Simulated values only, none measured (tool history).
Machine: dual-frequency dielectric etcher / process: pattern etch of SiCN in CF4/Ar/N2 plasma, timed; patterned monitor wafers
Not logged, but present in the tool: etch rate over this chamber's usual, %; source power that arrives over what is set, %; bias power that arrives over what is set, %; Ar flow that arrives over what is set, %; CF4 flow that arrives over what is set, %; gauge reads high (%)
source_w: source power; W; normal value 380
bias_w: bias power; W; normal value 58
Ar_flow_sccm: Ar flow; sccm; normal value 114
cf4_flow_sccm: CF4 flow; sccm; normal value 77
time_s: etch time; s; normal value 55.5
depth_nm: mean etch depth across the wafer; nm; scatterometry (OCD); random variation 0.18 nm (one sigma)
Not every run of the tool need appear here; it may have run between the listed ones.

run,hour,source_w,bias_w,Ar_flow_sccm,cf4_flow_sccm,time_s,wafers since the last listed run,hours since the last wet clean,hours since the last source power generator calibration,hours since the last bias power generator calibration,hours since the last Ar flow controller change,hours since the last CF4 flow controller change,hours since the last upper electrode change,hours since the gauge calibration,"read-back reference wafer on the same gauge, depth_nm",depth_nm
1,0.0,380,65,114,77,55.5,0,434.2,2812.0,2016.1,1874.7,4032.1,3085.9,81.8,40.49,40.02
2,17.8,380,58,114,77,55.5,183,452.0,2829.8,2033.9,1892.5,4049.9,3103.7,99.6,40.48,37.93
3,26.3,380,58,114,77,55.5,87,460.5,2838.3,2042.4,1901.0,4058.4,3112.2,108.1,40.49,37.98
4,37.9,380,58,114,77,55.5,119,472.1,2849.9,2054.0,1912.6,4070.0,3123.8,119.7,40.53,38.02
# hour 63.0: CF4 flow controller replaced
# hour 69.9: Ar flow controller replaced
5,73.5,380,58,114,77,55.5,243,507.7,2885.5,2089.6,3.6,10.5,3159.4,155.3,40.52,37.73
6,84.1,380,53,114,77,48.0,109,518.3,2896.1,2100.2,14.2,21.1,3170.0,165.9,40.50,31.60
7,101.0,380,51,114,77,55.5,174,535.2,2913.0,2117.1,31.1,38.0,3186.9,182.8,40.49,36.03
# hour 111.6: gauge calibrated
# hour 123.8: source power generator calibrated
# hour 126.9: wet clean of the chamber
8,127.4,380,58,114,77,55.5,199,0.5,3.6,2143.5,57.5,64.4,3213.3,15.8,40.51,36.80
9,127.8,380,58,114,77,55.5,4,0.9,4.0,2143.9,57.9,64.8,3213.7,16.2,40.46,36.53
# hour 152.6: bias power generator calibrated
# hour 156.6: upper electrode replaced
# hour 167.0: wet clean of the chamber, repeated, since the last time left the tool worse
10,167.5,430,50,114,66,55.5,220,0.5,43.7,14.9,97.6,104.5,10.9,55.9,40.51,39.52
11,167.8,380,58,114,69,55.5,3,0.8,44.0,15.2,97.9,104.8,11.2,56.2,40.55,38.90
12,169.1,380,68,114,77,55.5,13,2.1,45.3,16.5,99.2,106.1,12.5,57.5,40.50,42.30
13,177.8,380,64,136,92,51.5,89,10.8,54.0,25.2,107.9,114.8,21.2,66.2,40.56,37.94
14,195.1,380,58,114,92,46.5,178,28.1,71.3,42.5,125.2,132.1,38.5,83.5,40.46,33.76
15,207.2,380,58,93,87,55.5,125,40.2,83.4,54.6,137.3,144.2,50.6,95.6,40.53,41.30

Branching from run 15: 3 alternative next runs. What would each branch give?
A,207.6,380,58,114,77,55.5,4,40.6,83.8,55.0,137.7,144.6,51.0,96.0,?,?
B,207.6,470,58,105,77,65.5,4,40.6,83.8,55.0,137.7,144.6,51.0,96.0,?,?
C,207.6,380,58,99,77,69.5,4,40.6,83.8,55.0,137.7,144.6,51.0,96.0,?,?

run,"read-back reference wafer on the same gauge, depth_nm",depth_nm
A,40.51,39.28
B,40.51,55.48
C,40.51,50.47
Had the tool no hidden state, the same runs would have come out as:
run,depth_nm
A,39.25
B,55.43
C,50.43

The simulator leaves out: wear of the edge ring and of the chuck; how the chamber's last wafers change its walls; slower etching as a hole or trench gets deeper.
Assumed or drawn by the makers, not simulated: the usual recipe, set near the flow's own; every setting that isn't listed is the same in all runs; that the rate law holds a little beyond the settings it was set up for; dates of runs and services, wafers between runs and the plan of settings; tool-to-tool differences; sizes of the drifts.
